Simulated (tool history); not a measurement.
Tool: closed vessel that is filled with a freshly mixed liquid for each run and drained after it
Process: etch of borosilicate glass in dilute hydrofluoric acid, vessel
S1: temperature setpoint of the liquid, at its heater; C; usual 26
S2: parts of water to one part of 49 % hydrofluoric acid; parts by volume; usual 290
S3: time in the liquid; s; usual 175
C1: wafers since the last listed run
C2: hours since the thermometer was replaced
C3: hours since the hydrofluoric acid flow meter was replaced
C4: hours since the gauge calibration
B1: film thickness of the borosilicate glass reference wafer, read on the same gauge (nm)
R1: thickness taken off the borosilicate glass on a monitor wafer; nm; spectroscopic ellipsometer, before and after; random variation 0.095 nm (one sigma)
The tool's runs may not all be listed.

run	hour	S1	S2	S3	C1	C2	C3	C4	B1	R1
1	0	26	290	175	0	514.9	2570.2	125.4	30.04	10.74
2	33.7	26	290	175	4469	548.6	2603.9	159.1	30.01	10.73
3	46	26	290	175	1631	560.9	2616.2	171.4	30.01	10.65
4	55	23.5	290	175	1193	569.9	2625.2	180.4	29.98	9.83
5	68.7	23.5	290	175	1816	583.6	2638.9	194.1	29.97	9.94
6	80.5	26	340	175	1564	595.4	2650.7	205.9	30	8.64
7	96.2	26	340	175	2082	611.1	2666.4	221.6	30.02	8.62
8	104.2	26	290	175	1061	619.1	2674.4	229.6	30	10.66
9	111.1	26	290	175	915	626	2681.3	236.5	30	10.51
10	127.7	26	355	150	2201	642.6	2697.9	253.1	30.01	6.9
11	142.5	26	355	150	1962	657.4	2712.7	267.9	29.97	6.91
12	149.2	26	355	150	888	664.1	2719.4	274.6	30.01	6.99
# hour 169.5: gauge calibrated
# hour 182.9: hydrofluoric acid flow meter replaced
# hour 190.9: thermometer replaced
13	200.4	24.5	290	175	6525	9.5	17.5	30.9	30.02	11.86
14	206.5	26	415	175	809	15.6	23.6	37	30.03	7.8
15	240.1	26	290	175	4456	49.2	57.2	70.6	30.01	12.37
16	254.1	26	415	175	1856	63.2	71.2	84.6	30	7.81
17	265.7	27.5	180	140	1538	74.8	82.8	96.2	30.01	18.99
18	278.4	26	290	75	1684	87.5	95.5	108.9	29.97	5.31
19	296	26	290	175	2334	105.1	113.1	126.5	30.01	12.37
20	309.5	26	200	95	1790	118.6	126.6	140	29.97	10.7
21	317	30.5	290	175	994	126.1	134.1	147.5	30.02	14.41
22	328.6	23.5	370	175	1538	137.7	145.7	159.1	29.97	8.16
23	337.1	26	290	175	1127	146.2	154.2	167.6	29.99	12.49
24	353.6	24.5	205	235	2188	162.7	170.7	184.1	30	24.39
25	359.9	23.5	180	95	835	169	177	190.4	29.98	11.16
26	371.8	30	290	90	1578	180.9	188.9	202.3	29.99	7.21

Forecast each of these 4 alternatives for the next run:
A	372.5	26	290	175	92	181.6	189.6	203	?	?
B	372.5	26	290	215	92	181.6	189.6	203	?	?
C	372.5	26	370	85	92	181.6	189.6	203	?	?
D	372.5	21	205	100	92	181.6	189.6	203	?	?

run	B1	R1
A	29.97	12.31
B	29.97	15.13
C	29.97	4.32
D	29.97	9.09
Without the tool's hidden state the same runs would have given:
run	R1
A	12.86
B	15.8
C	4.52
D	9.46
